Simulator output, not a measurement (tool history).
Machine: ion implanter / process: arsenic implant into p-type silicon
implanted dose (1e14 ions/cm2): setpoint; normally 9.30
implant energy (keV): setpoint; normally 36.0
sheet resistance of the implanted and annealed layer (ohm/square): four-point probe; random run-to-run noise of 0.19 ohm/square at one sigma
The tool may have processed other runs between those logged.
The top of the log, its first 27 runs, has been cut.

run   hour  implanted dose (1e14 ions/cm2)  implant energy (keV)  wafers since the last listed run  hours since the last dose calibration  hours since the extraction supply was calibrated  hours since the gauge calibration  read-back reference wafer on the same gauge, sheet resistance  sheet resistance of the implanted and annealed layer (ohm/square)
 28  720.4                            9.30                  36.0                               753                                  258.7                                              60.8                              367.4                                                         151.95                                                             130.11
 29  734.8                           11.97                  29.0                               422                                  273.1                                              75.2                              381.8                                                         152.01                                                             123.78
 30  764.1                            9.30                  36.0                               858                                  302.4                                             104.5                              411.1                                                         152.01                                                             130.15
 31  780.6                           11.14                  47.0                               483                                  318.9                                             121.0                              427.6                                                         152.05                                                             108.50
 32  804.3                            8.09                  39.5                               694                                  342.6                                             144.7                              451.3                                                         151.99                                                             138.51
 33  817.7                            9.30                  36.0                               392                                  356.0                                             158.1                              464.7                                                         151.84                                                             129.99
 34  836.6                           11.46                  32.0                               553                                  374.9                                             177.0                              483.6                                                         151.97                                                             121.63
 35  863.2                           11.39                  29.5                               779                                  401.5                                             203.6                              510.2                                                         152.05                                                             125.51
 36  883.5                            9.30                  36.0                               595                                  421.8                                             223.9                              530.5                                                         152.06                                                             130.27
 37  906.6                           10.12                  46.0                               677                                  444.9                                             247.0                              553.6                                                         152.01                                                             115.35

Forecast each of these 4 alternatives for the next run:
  A  907.0                            9.30                  36.0                                11                                  445.3                                             247.4                              554.0                                                              ?                                                                  ?
  B  907.0                           10.32                  46.0                                11                                  445.3                                             247.4                              554.0                                                              ?                                                                  ?
  C  907.0                            6.68                  29.0                                11                                  445.3                                             247.4                              554.0                                                              ?                                                                  ?
  D  907.0                           11.70                  41.5                                11                                  445.3                                             247.4                              554.0                                                              ?                                                                  ?

run  read-back reference wafer on the same gauge, sheet resistance  sheet resistance of the implanted and annealed layer (ohm/square)
  A                                                         151.93                                                             130.44
  B                                                         151.93                                                             114.38
  C                                                         151.93                                                             168.68
  D                                                         151.93                                                             109.97
Take away the tool's hidden state, keep each run's random variation, and the runs would have read:
run  sheet resistance of the implanted and annealed layer (ohm/square)
  A                                                             129.69
  B                                                             113.70
  C                                                             167.62
  D                                                             109.42

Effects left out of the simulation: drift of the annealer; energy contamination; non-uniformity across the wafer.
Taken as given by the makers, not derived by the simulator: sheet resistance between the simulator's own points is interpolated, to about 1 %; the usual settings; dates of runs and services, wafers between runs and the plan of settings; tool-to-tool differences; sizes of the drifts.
